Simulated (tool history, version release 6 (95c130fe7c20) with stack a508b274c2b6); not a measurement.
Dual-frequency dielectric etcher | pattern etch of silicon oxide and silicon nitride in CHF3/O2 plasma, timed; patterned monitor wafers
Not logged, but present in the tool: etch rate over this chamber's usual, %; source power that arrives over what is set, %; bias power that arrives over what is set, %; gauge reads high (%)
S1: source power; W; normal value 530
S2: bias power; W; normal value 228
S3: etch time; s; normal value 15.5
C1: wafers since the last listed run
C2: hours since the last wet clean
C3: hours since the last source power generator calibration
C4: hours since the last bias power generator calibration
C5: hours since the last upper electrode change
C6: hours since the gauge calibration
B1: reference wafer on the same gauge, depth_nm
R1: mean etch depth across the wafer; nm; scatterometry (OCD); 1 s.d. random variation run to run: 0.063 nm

Run 1, hour 0.0: usual settings but S1 450 W, S3 12.5 s; C1 0; C2 307.0; C3 4242.3; C4 2700.0; C5 4260.4; C6 283.1; B1 21.39. Result: R1 16.42 nm.
Run 2, hour 12.5: usual settings but S1 450 W, S3 12.5 s; C1 186; C2 319.5; C3 4254.8; C4 2712.5; C5 4272.9; C6 295.6; B1 21.41. Result: R1 16.39 nm.
Run 3, hour 19.8: usual settings but S1 450 W, S3 12.5 s; C1 108; C2 326.8; C3 4262.1; C4 2719.8; C5 4280.2; C6 302.9; B1 21.40. Result: R1 16.37 nm.
Run 4, hour 37.6: usual settings but S1 580 W, S3 13.0 s; C1 265; C2 344.6; C3 4279.9; C4 2737.6; C5 4298.0; C6 320.7; B1 21.38. Result: R1 18.46 nm.
Run 5, hour 52.4: usual settings but S1 600 W; C1 220; C2 359.4; C3 4294.7; C4 2752.4; C5 4312.8; C6 335.5; B1 21.42. Result: R1 22.11 nm.
Run 6, hour 64.6: usual settings but S1 600 W; C1 182; C2 371.6; C3 4306.9; C4 2764.6; C5 4325.0; C6 347.7; B1 21.40. Result: R1 22.05 nm.
Run 7, hour 74.0: usual settings but S1 600 W; C1 140; C2 381.0; C3 4316.3; C4 2774.0; C5 4334.4; C6 357.1; B1 21.40. Result: R1 21.95 nm.
Run 8, hour 80.3: usual settings; C1 94; C2 387.3; C3 4322.6; C4 2780.3; C5 4340.7; C6 363.4; B1 21.39. Result: R1 21.29 nm.
Run 9, hour 86.3: usual settings; C1 89; C2 393.3; C3 4328.6; C4 2786.3; C5 4346.7; C6 369.4; B1 21.42. Result: R1 21.15 nm.
Run 10, hour 94.5: usual settings; C1 122; C2 401.5; C3 4336.8; C4 2794.5; C5 4354.9; C6 377.6; B1 21.40. Result: R1 21.25 nm.
At hour 112.3: bias power generator calibrated.
At hour 115.6: gauge calibrated.
At hour 125.3: upper electrode replaced.
Run 11, hour 125.8: usual settings; C1 212; C2 432.8; C3 4368.1; C4 13.5; C5 0.5; C6 10.2; B1 21.39. Result: R1 21.14 nm.
Run 12, hour 126.1: usual settings; C1 4; C2 433.1; C3 4368.4; C4 13.8; C5 0.8; C6 10.5; B1 21.41. Result: R1 21.13 nm.
At hour 130.6: source power generator calibrated.
Run 13, hour 131.1: usual settings but S1 470 W; C1 14; C2 438.1; C3 0.5; C4 18.8; C5 5.8; C6 15.5; B1 21.41. Result: R1 20.37 nm.
Run 14, hour 135.7: usual settings; C1 68; C2 442.7; C3 5.1; C4 23.4; C5 10.4; C6 20.1; B1 21.41. Result: R1 21.16 nm.
Run 15, hour 141.7: usual settings; C1 89; C2 448.7; C3 11.1; C4 29.4; C5 16.4; C6 26.1; B1 21.36. Result: R1 21.15 nm.
Run 16, hour 147.8: usual settings; C1 91; C2 454.8; C3 17.2; C4 35.5; C5 22.5; C6 32.2; B1 21.39. Result: R1 21.17 nm.
Run 17, hour 161.3: usual settings but S1 430 W, S2 210 W, S3 12.0 s; C1 201; C2 468.3; C3 30.7; C4 49.0; C5 36.0; C6 45.7; B1 21.39. Result: R1 14.98 nm.
Run 18, hour 178.7: usual settings; C1 259; C2 485.7; C3 48.1; C4 66.4; C5 53.4; C6 63.1; B1 21.39. Result: R1 20.97 nm.
Run 19, hour 193.1: usual settings but S1 590 W, S2 257 W, S3 11.5 s; C1 214; C2 500.1; C3 62.5; C4 80.8; C5 67.8; C6 77.5; B1 21.40. Result: R1 16.69 nm.
Run 20, hour 200.4: usual settings but S1 460 W, S3 19.5 s; C1 108; C2 507.4; C3 69.8; C4 88.1; C5 75.1; C6 84.8; B1 21.40. Result: R1 25.24 nm.
Run 21, hour 213.6: usual settings but S1 640 W, S2 209 W, S3 13.0 s; C1 196; C2 520.6; C3 83.0; C4 101.3; C5 88.3; C6 98.0; B1 21.40. Result: R1 18.18 nm.
At hour 258.8: wet clean of the chamber.
Run 22, hour 259.3: usual settings but S1 410 W, S2 252 W; C1 323; C2 0.5; C3 128.7; C4 147.0; C5 134.0; C6 143.7; B1 21.39. Result: R1 20.87 nm.
Run 23, hour 259.7: usual settings but S2 199 W, S3 17.0 s; C1 5; C2 0.9; C3 129.1; C4 147.4; C5 134.4; C6 144.1; B1 21.41. Result: R1 23.28 nm.
Run 24, hour 260.6: usual settings but S2 172 W; C1 13; C2 1.8; C3 130.0; C4 148.3; C5 135.3; C6 145.0; B1 21.38. Result: R1 20.38 nm.
Run 25, hour 276.6: usual settings but S1 640 W, S2 269 W, S3 17.5 s; C1 238; C2 17.8; C3 146.0; C4 164.3; C5 151.3; C6 161.0; B1 21.41. Result: R1 27.47 nm.
Run 26, hour 283.0: usual settings; C1 95; C2 24.2; C3 152.4; C4 170.7; C5 157.7; C6 167.4; B1 21.41. Result: R1 21.91 nm.
Run 27, hour 321.8: usual settings but S1 630 W, S2 191 W, S3 14.5 s; C1 578; C2 63.0; C3 191.2; C4 209.5; C5 196.5; C6 206.2; B1 21.40. Result: R1 20.59 nm.
Run 28, hour 338.9: usual settings but S1 460 W, S2 172 W; C1 255; C2 80.1; C3 208.3; C4 226.6; C5 213.6; C6 223.3; B1 21.40. Result: R1 19.34 nm.
Run 29, hour 351.5: usual settings but S2 253 W, S3 13.5 s; C1 188; C2 92.7; C3 220.9; C4 239.2; C5 226.2; C6 235.9; B1 21.41. Result: R1 19.54 nm.
Run 30, hour 361.1: usual settings but S3 17.5 s; C1 143; C2 102.3; C3 230.5; C4 248.8; C5 235.8; C6 245.5; B1 21.40. Result: R1 24.45 nm.

Pick out some run-to-run changes in R1. Of each, how much would a tool without hidden state show as well, from the settings, what came in and chance, and how much is left for the hidden state and any gauge scatter not in both results compared?
Run 19 -> 20: S1 590 -> 460, S2 257 -> 228, S3 11.5 -> 19.5. R1 +8.55 nm: hidden state -0.37, all else +8.92.
Run 20 -> 21: S1 460 -> 640, S2 228 -> 209, S3 19.5 -> 13.0. R1 -7.06 nm: hidden state +0.28, all else -7.34.
Run 21 -> 22: S1 640 -> 410, S2 209 -> 252, S3 13.0 -> 15.5, wet clean of the chamber. R1 +2.69 nm: hidden state +0.87, all else +1.82.
Run 24 -> 25: S1 530 -> 640, S2 172 -> 269, S3 15.5 -> 17.5. R1 +7.09 nm: hidden state -0.01, all else +7.10.
